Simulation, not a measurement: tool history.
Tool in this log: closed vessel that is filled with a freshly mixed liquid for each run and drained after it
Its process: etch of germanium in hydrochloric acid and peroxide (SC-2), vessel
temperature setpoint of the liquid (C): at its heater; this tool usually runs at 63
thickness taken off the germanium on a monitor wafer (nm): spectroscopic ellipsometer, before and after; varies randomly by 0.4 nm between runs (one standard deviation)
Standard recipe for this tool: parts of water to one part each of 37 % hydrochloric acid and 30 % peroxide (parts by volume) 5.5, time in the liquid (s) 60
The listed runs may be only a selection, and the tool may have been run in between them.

run	hour	temperature setpoint of the liquid (C)	parts of water to one part each of 37 % hydrochloric acid and 30 % peroxide (parts by volume)	time in the liquid (s)	read-back film thickness of the germanium reference wafer, read on the same gauge (nm)	thickness taken off the germanium on a monitor wafer (nm)
1	0	63	7.5	60	120.03	208.06
2	10.1	63	7.5	60	119.97	208.61
3	17.6	63	7.5	60	119.98	209.14
# hour 18.2: gauge calibrated
4	34.8	63	5.5	60	120.03	212.89
5	51.1	63	5.5	60	120.03	213.21
6	63.2	63	5.5	60	119.99	214.26
7	69.4	63	5.5	60	120.02	213
8	79.8	63	5.5	50	119.99	176.99
# hour 82.8: chemicals flow meter replaced
9	87.2	63	4	60	119.98	215.98
10	93.4	65.5	4.5	85	119.98	327.06

What will run 11 give?
11	100	68	5.5	60	?	?

read-back film thickness of the germanium reference wafer, read on the same gauge (nm): 120.01
thickness taken off the germanium on a monitor wafer (nm): 246.18
If the tool had no hidden condition, the same run with the same run-to-run variation would have returned thickness taken off the germanium on a monitor wafer (nm) 228.57.

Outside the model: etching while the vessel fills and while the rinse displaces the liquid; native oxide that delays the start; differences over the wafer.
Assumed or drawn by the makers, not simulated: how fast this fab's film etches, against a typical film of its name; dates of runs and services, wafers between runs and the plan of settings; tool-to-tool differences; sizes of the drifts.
